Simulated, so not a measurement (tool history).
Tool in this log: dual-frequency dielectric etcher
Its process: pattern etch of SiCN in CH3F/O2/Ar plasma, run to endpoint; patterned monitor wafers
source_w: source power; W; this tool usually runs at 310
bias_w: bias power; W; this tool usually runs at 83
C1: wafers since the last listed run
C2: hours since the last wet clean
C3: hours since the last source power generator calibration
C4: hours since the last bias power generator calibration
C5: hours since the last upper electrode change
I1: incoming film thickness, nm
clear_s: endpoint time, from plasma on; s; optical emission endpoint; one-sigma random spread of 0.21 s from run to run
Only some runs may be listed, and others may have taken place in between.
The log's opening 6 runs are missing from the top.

run 7 hour=161.0 | source_w=360 bias_w=71 | C1=339 C2=203.9 C3=4475.9 C4=4140.7 C5=4545.7 | I1=10.09 | clear_s=27.4
run 8 hour=176.9 | source_w=310 bias_w=83 | C1=291 C2=219.8 C3=4491.8 C4=4156.6 C5=4561.6 | I1=10.16 | clear_s=27.5
run 9 hour=189.0 | source_w=310 bias_w=83 | C1=221 C2=231.9 C3=4503.9 C4=4168.7 C5=4573.7 | I1=10.21 | clear_s=27.1
run 10 hour=218.7 | source_w=310 bias_w=83 | C1=544 C2=261.6 C3=4533.6 C4=4198.4 C5=4603.4 | I1=10.26 | clear_s=27.4
run 11 hour=248.7 | source_w=310 bias_w=83 | C1=549 C2=291.6 C3=4563.6 C4=4228.4 C5=4633.4 | I1=10.26 | clear_s=27.3
run 12 hour=273.3 | source_w=310 bias_w=83 | C1=450 C2=316.2 C3=4588.2 C4=4253.0 C5=4658.0 | I1=10.09 | clear_s=26.6
run 13 hour=289.8 | source_w=310 bias_w=83 | C1=302 C2=332.7 C3=4604.7 C4=4269.5 C5=4674.5 | I1=10.16 | clear_s=26.8
-- hour=316.1 wet clean of the chamber
run 14 hour=316.6 | source_w=310 bias_w=83 | C1=51 C2=0.5 C3=4631.5 C4=4296.3 C5=4701.3 | I1=10.08 | clear_s=28.1
run 15 hour=333.0 | source_w=310 bias_w=83 | C1=300 C2=16.9 C3=4647.9 C4=4312.7 C5=4717.7 | I1=10.00 | clear_s=27.8
run 16 hour=351.9 | source_w=310 bias_w=101 | C1=346 C2=35.8 C3=4666.8 C4=4331.6 C5=4736.6 | I1=10.08 | clear_s=25.9
run 17 hour=384.0 | source_w=310 bias_w=68 | C1=588 C2=67.9 C3=4698.9 C4=4363.7 C5=4768.7 | I1=10.05 | clear_s=29.6
run 18 hour=411.1 | source_w=350 bias_w=74 | C1=496 C2=95.0 C3=4726.0 C4=4390.8 C5=4795.8 | I1=10.04 | clear_s=27.7
run 19 hour=432.3 | source_w=310 bias_w=74 | C1=388 C2=116.2 C3=4747.2 C4=4412.0 C5=4817.0 | I1=10.19 | clear_s=29.1
run 20 hour=461.9 | source_w=310 bias_w=83 | C1=542 C2=145.8 C3=4776.8 C4=4441.6 C5=4846.6 | I1=10.05 | clear_s=27.5
run 21 hour=477.0 | source_w=390 bias_w=83 | C1=276 C2=160.9 C3=4791.9 C4=4456.7 C5=4861.7 | I1=10.20 | clear_s=25.8
-- hour=508.5 upper electrode replaced
run 22 hour=509.0 | source_w=310 bias_w=83 | C1=146 C2=192.9 C3=4823.9 C4=4488.7 C5=0.5 | I1=10.21 | clear_s=28.1
run 23 hour=524.7 | source_w=380 bias_w=91 | C1=287 C2=208.6 C3=4839.6 C4=4504.4 C5=16.2 | I1=9.93 | clear_s=24.1
-- hour=544.9 source power generator calibrated
-- hour=548.9 bias power generator calibrated
run 24 hour=550.8 | source_w=340 bias_w=91 | C1=332 C2=234.7 C3=5.9 C4=1.9 C5=42.3 | I1=10.08 | clear_s=25.5
run 25 hour=568.7 | source_w=360 bias_w=83 | C1=328 C2=252.6 C3=23.8 C4=19.8 C5=60.2 | I1=10.01 | clear_s=25.6
run 26 hour=591.0 | source_w=270 bias_w=64 | C1=408 C2=274.9 C3=46.1 C4=42.1 C5=82.5 | I1=10.06 | clear_s=31.4
run 27 hour=603.2 | source_w=380 bias_w=83 | C1=223 C2=287.1 C3=58.3 C4=54.3 C5=94.7 | I1=10.15 | clear_s=25.5
run 28 hour=626.3 | source_w=270 bias_w=92 | C1=423 C2=310.2 C3=81.4 C4=77.4 C5=117.8 | I1=10.04 | clear_s=27.0
-- hour=656.3 wet clean of the chamber
run 29 hour=656.8 | source_w=310 bias_w=69 | C1=119 C2=0.5 C3=111.9 C4=107.9 C5=148.3 | I1=10.10 | clear_s=30.2
run 30 hour=666.3 | source_w=340 bias_w=91 | C1=174 C2=10.0 C3=121.4 C4=117.4 C5=157.8 | I1=10.14 | clear_s=26.4
run 31 hour=693.6 | source_w=370 bias_w=89 | C1=500 C2=37.3 C3=148.7 C4=144.7 C5=185.1 | I1=10.08 | clear_s=25.4

Alternative continuations, all from the tool just after run 31; predict every row:
run A hour=694.0 | source_w=310 bias_w=83 | C1=7 C2=37.7 C3=149.1 C4=145.1 C5=185.5 | I1=10.14 | clear_s=?
run B hour=694.0 | source_w=250 bias_w=83 | C1=7 C2=37.7 C3=149.1 C4=145.1 C5=185.5 | I1=10.14 | clear_s=?
run C hour=694.0 | source_w=370 bias_w=103 | C1=7 C2=37.7 C3=149.1 C4=145.1 C5=185.5 | I1=10.14 | clear_s=?
run D hour=694.0 | source_w=290 bias_w=65 | C1=7 C2=37.7 C3=149.1 C4=145.1 C5=185.5 | I1=10.14 | clear_s=?
run E hour=694.0 | source_w=350 bias_w=99 | C1=7 C2=37.7 C3=149.1 C4=145.1 C5=185.5 | I1=10.14 | clear_s=?

run=A clear_s=27.7
run=B clear_s=29.8
run=C clear_s=24.0
run=D clear_s=31.1
run=E clear_s=24.8
Had the tool no hidden state, the same runs would have come out as:
run=A clear_s=28.0
run=B clear_s=30.1
run=C clear_s=24.2
run=D clear_s=31.4
run=E clear_s=25.1
